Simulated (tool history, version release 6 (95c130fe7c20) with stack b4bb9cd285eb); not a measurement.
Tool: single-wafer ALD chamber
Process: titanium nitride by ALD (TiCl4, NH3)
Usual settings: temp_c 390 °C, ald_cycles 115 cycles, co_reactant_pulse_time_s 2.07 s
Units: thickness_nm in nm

run	day	temp_c	ald_cycles	co_reactant_pulse_time_s	wafers since the last listed run	hours since the last thermocouple change	hours since the showerhead was replaced	hours since the gauge calibration	read-back reference wafer on the same gauge, thickness_nm	thickness_nm
1	0	390	115	2.07	0	1650.5	3592.9	215	2.785	2.555
2	0.467	390	115	2.07	28	1661.7	3604.1	226.2	2.785	2.548
3	2.408	394	115	2.07	117	1708.3	3650.7	272.8	2.781	2.546
4	2.804	394	115	2.07	24	1717.8	3660.2	282.3	2.778	2.54
5	3.275	394	115	2.07	28	1729.1	3671.5	293.6	2.78	2.537
6	4.333	390	115	2.37	64	1754.5	3696.9	319	2.779	2.552
7	4.804	390	115	2.07	28	1765.8	3708.2	330.3	2.776	2.543
8	5.471	390	115	2.07	40	1781.8	3724.2	346.3	2.775	2.544
# day 5.842: thermocouple changed; heater temperature recalibrated
9	6.033	380	115	2.07	13	4.6	3737.7	359.8	2.775	2.525
10	6.338	390	97	2.07	18	11.9	3745	367.1	2.774	2.139
11	6.633	390	97	2.07	17	19	3752.1	374.2	2.772	2.134
12	7.192	390	131	2.07	33	32.4	3765.5	387.6	2.772	2.879
13	7.558	390	115	2.07	22	41.2	3774.3	396.4	2.769	2.536
14	8.171	390	115	2.66	37	55.9	3789	411.1	2.768	2.558
15	8.867	390	115	2.66	42	72.6	3805.7	427.8	2.767	2.563
16	9.492	384	115	2.07	37	87.6	3820.7	442.8	2.762	2.512
17	10.038	384	115	2.07	33	100.7	3833.8	455.9	2.763	2.509
18	10.629	390	115	2.07	35	114.9	3848	470.1	2.76	2.528
19	11.329	390	115	2.07	42	131.7	3864.8	486.9	2.761	2.517
20	11.979	390	115	2.07	39	147.3	3880.4	502.5	2.756	2.516
# day 12.533: showerhead replaced
21	12.575	400	129	2.49	15	161.6	1	516.8	2.754	2.857
22	13.308	402	122	1.63	44	179.2	18.6	534.4	2.754	2.678
23	13.871	390	109	1.53	34	192.7	32.1	547.9	2.751	2.343
24	14.362	390	115	2.07	29	204.5	43.9	559.7	2.749	2.526
25	14.954	390	132	1.79	35	218.7	58.1	573.9	2.745	2.862
26	15.508	390	115	1.29	33	232	71.4	587.2	2.745	2.462
27	16.142	397	129	2.34	38	247.2	86.6	602.4	2.739	2.844
28	16.538	390	115	2.07	24	256.7	96.1	611.9	2.741	2.508
29	17.271	404	115	1.8	44	274.3	113.7	629.5	2.736	2.52
# day 17.912: gauge calibrated
30	18.721	390	129	1.7	87	309.1	148.5	19.4	2.787	2.837
31	19	390	115	2.07	16	315.8	155.2	26.1	2.791	2.554
32	19.567	396	93	2.86	34	329.4	168.8	39.7	2.788	2.094
33	20.212	390	127	2.61	39	344.9	184.3	55.2	2.79	2.857
34	20.667	390	126	2.07	27	355.8	195.2	66.1	2.789	2.797
35	21.042	381	133	2.52	22	364.8	204.2	75.1	2.789	2.96
36	21.392	380	115	2.07	21	373.2	212.6	83.5	2.789	2.536
37	22.038	394	94	2.88	39	388.7	228.1	99	2.789	2.123
38	22.308	390	100	1.58	16	395.2	234.6	105.5	2.79	2.196
39	22.796	390	115	2.73	29	406.9	246.3	117.2	2.787	2.58
40	23.446	386	105	2.61	39	422.5	261.9	132.8	2.788	2.344

Forecast each of these 4 alternatives for the next run:
A	23.475	400	115	2.07	1	423.2	262.6	133.5	?	?
B	23.475	380	94	2.46	1	423.2	262.6	133.5	?	?
C	23.475	377	115	1.85	1	423.2	262.6	133.5	?	?
D	23.475	379	115	2.07	1	423.2	262.6	133.5	?	?

run	read-back reference wafer on the same gauge, thickness_nm	thickness_nm
A	2.788	2.581
B	2.788	2.094
C	2.788	2.519
D	2.788	2.539
Without the tool's hidden state the same runs would have given:
run	thickness_nm
A	2.583
B	2.096
C	2.522
D	2.541
